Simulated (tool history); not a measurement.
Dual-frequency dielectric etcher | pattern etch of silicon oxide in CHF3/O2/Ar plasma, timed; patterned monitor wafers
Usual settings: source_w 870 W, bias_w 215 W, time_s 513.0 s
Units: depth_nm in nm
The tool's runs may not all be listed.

run	day	source_w	bias_w	time_s	read-back reference wafer on the same gauge, depth_nm	depth_nm
1	0.000	870	215	513.0	1249.6	1208.6
2	0.612	870	228	578.5	1250.1	1392.2
3	1.246	870	228	578.5	1249.7	1387.0
4	1.638	870	215	513.0	1250.7	1207.7
5	1.958	870	215	513.0	1249.7	1206.8
6	2.642	740	215	630.0	1250.0	1418.1
7	3.092	870	254	513.0	1249.7	1271.2
8	3.504	870	254	513.0	1251.2	1270.8
9	3.804	870	254	513.0	1251.1	1274.4
# day 4.671: gauge calibrated
# day 5.033: upper electrode replaced
10	5.054	870	181	513.0	1250.9	1142.9
11	5.075	870	215	618.5	1248.8	1449.9
# day 5.300: source power generator calibrated
12	5.554	930	181	513.0	1250.6	1163.0
# day 5.875: bias power generator calibrated
13	6.125	870	215	513.0	1250.2	1205.6
14	6.450	970	241	424.0	1250.1	1065.7
15	6.954	870	215	513.0	1250.7	1202.8
16	7.617	870	215	513.0	1248.8	1200.9
17	8.275	1070	215	513.0	1249.5	1283.1
18	8.962	970	241	424.0	1250.1	1064.6
# day 11.296: wet clean of the chamber
19	11.317	870	215	513.0	1250.2	1211.8
20	11.567	730	193	469.5	1249.9	1018.7
21	11.967	870	263	656.0	1249.8	1647.6
22	12.612	870	264	513.0	1250.3	1295.7
23	13.150	670	161	513.0	1249.8	1028.4
24	13.717	870	215	513.0	1250.4	1207.8
25	14.367	870	175	359.5	1249.9	794.4
26	14.742	930	181	513.0	1250.3	1172.2
27	15.304	870	215	513.0	1250.1	1207.6
28	15.662	1060	250	513.0	1250.6	1343.3
29	16.175	760	172	616.0	1249.6	1301.1
30	16.600	870	215	378.0	1249.7	888.3

4 ways to go on from here, each from the tool as it stands after run 30. What would each give?
A	16.625	660	215	513.0	?	?
B	16.625	870	265	567.5	?	?
C	16.625	980	215	617.5	?	?
D	16.625	1060	245	571.5	?	?

run	read-back reference wafer on the same gauge, depth_nm	depth_nm
A	1249.8	1115.6
B	1249.8	1429.5
C	1249.8	1506.4
D	1249.8	1488.9
Without the tool's hidden state the same runs would have given:
run	depth_nm
A	1121.2
B	1436.8
C	1514.1
D	1496.4
